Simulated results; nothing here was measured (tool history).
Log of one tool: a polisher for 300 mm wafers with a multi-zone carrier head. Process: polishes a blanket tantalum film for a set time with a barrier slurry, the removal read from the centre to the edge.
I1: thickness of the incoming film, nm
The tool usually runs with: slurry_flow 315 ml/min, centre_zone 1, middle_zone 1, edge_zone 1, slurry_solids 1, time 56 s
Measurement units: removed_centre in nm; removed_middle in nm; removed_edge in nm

Run 1, hour 0: usual settings but edge_zone 0.93; I1 339.5. Result: removed_centre 96 nm, removed_middle 93.5 nm, removed_edge 89.3 nm.
Run 2, hour 17.5: usual settings but edge_zone 0.93; I1 346. Result: removed_centre 92.6 nm, removed_middle 89.1 nm, removed_edge 88.3 nm.
Run 3, hour 44.7: usual settings but edge_zone 0.93; I1 335.5. Result: removed_centre 89.5 nm, removed_middle 86.6 nm, removed_edge 87.1 nm.
At hour 50: worn pad replaced by a new one.
Run 4, hour 72.2: usual settings; I1 336.2. Result: removed_centre 96.4 nm, removed_middle 95.2 nm, removed_edge 95.3 nm.
Run 5, hour 104.5: usual settings; I1 343.3. Result: removed_centre 93.7 nm, removed_middle 92.6 nm, removed_edge 94.9 nm.
Run 6, hour 136.7: usual settings; I1 333.9. Result: removed_centre 91.1 nm, removed_middle 92.7 nm, removed_edge 93.4 nm.
Run 7, hour 170.2: usual settings but time 68 s; I1 343.8. Result: removed_centre 112.4 nm, removed_middle 110.5 nm, removed_edge 108.6 nm.
At hour 174.7: centre zone pressure recalibrated.
Run 8, hour 191.1: usual settings but time 68 s; I1 345.8. Result: removed_centre 107.3 nm, removed_middle 106 nm, removed_edge 106.8 nm.
Run 9, hour 210.1: usual settings but slurry_flow 420 ml/min, time 40 s; I1 336.4. Result: removed_centre 63.4 nm, removed_middle 60.8 nm, removed_edge 63.6 nm.
At hour 245.8: worn pad replaced by a new one.
Run 10, hour 246.3: usual settings but centre_zone 1.06; I1 344.3. Result: removed_centre 104.1 nm, removed_middle 98.8 nm, removed_edge 96.8 nm.
At hour 253.7: slurry nozzle cleaned.
At hour 284.2: edge zone pressure recalibrated.
At hour 327.2: carrier head's membrane replaced by a new one, of another model than before.
Run 11, hour 327.7: usual settings but edge_zone 0.9, slurry_solids 0.8; I1 338. Result: removed_centre 85.8 nm, removed_middle 85.6 nm, removed_edge 80.8 nm.
Run 12, hour 349.3: usual settings but centre_zone 0.91, middle_zone 0.89; I1 334.1. Result: removed_centre 89.5 nm, removed_middle 85.5 nm, removed_edge 92.9 nm.
Run 13, hour 378.6: usual settings but middle_zone 1.06, slurry_solids 1.3; I1 332.9. Result: removed_centre 101.8 nm, removed_middle 101.3 nm, removed_edge 97.2 nm.
At hour 403.7: worn pad replaced by a new one.
Run 14, hour 407.7: usual settings but edge_zone 0.9, slurry_solids 1.2; I1 338.7. Result: removed_centre 102.9 nm, removed_middle 101.7 nm, removed_edge 97 nm.
Run 15, hour 423: usual settings but centre_zone 1.11, middle_zone 0.93, edge_zone 0.97, time 38 s; I1 338.1. Result: removed_centre 69.2 nm, removed_middle 63.6 nm, removed_edge 64.6 nm.
Run 16, hour 448.5: usual settings; I1 339.4. Result: removed_centre 96.6 nm, removed_middle 97.1 nm, removed_edge 93.5 nm.

4 ways to go on from here, each from the tool as it stands after run 16. What would each give?
Run A, hour 448.9: usual settings but centre_zone 1.03; I1 343.5. Result: removed_centre ?, removed_middle ?, removed_edge ?.
Run B, hour 448.9: usual settings but middle_zone 1.04, edge_zone 0.91; I1 343.5. Result: removed_centre ?, removed_middle ?, removed_edge ?.
Run C, hour 448.9: usual settings but slurry_flow 280 ml/min, centre_zone 1.07, edge_zone 0.94, slurry_solids 0.85; I1 343.5. Result: removed_centre ?, removed_middle ?, removed_edge ?.
Run D, hour 448.9: usual settings but slurry_flow 285 ml/min, centre_zone 0.91, slurry_solids 0.8; I1 343.5. Result: removed_centre ?, removed_middle ?, removed_edge ?.

run  removed_centre  removed_middle  removed_edge
  A           100.6              92          92.9
  B            98.7              94          88.7
  C            95.2              85          83.3
  D            83.3            82.5          83.4
Had the tool no hidden state, the same runs would have come out as:
run  removed_centre  removed_middle  removed_edge
  A           103.1            94.3          95.1
  B           101.1            96.3          90.8
  C            97.5            87.1          85.4
  D            85.3            84.5          85.4
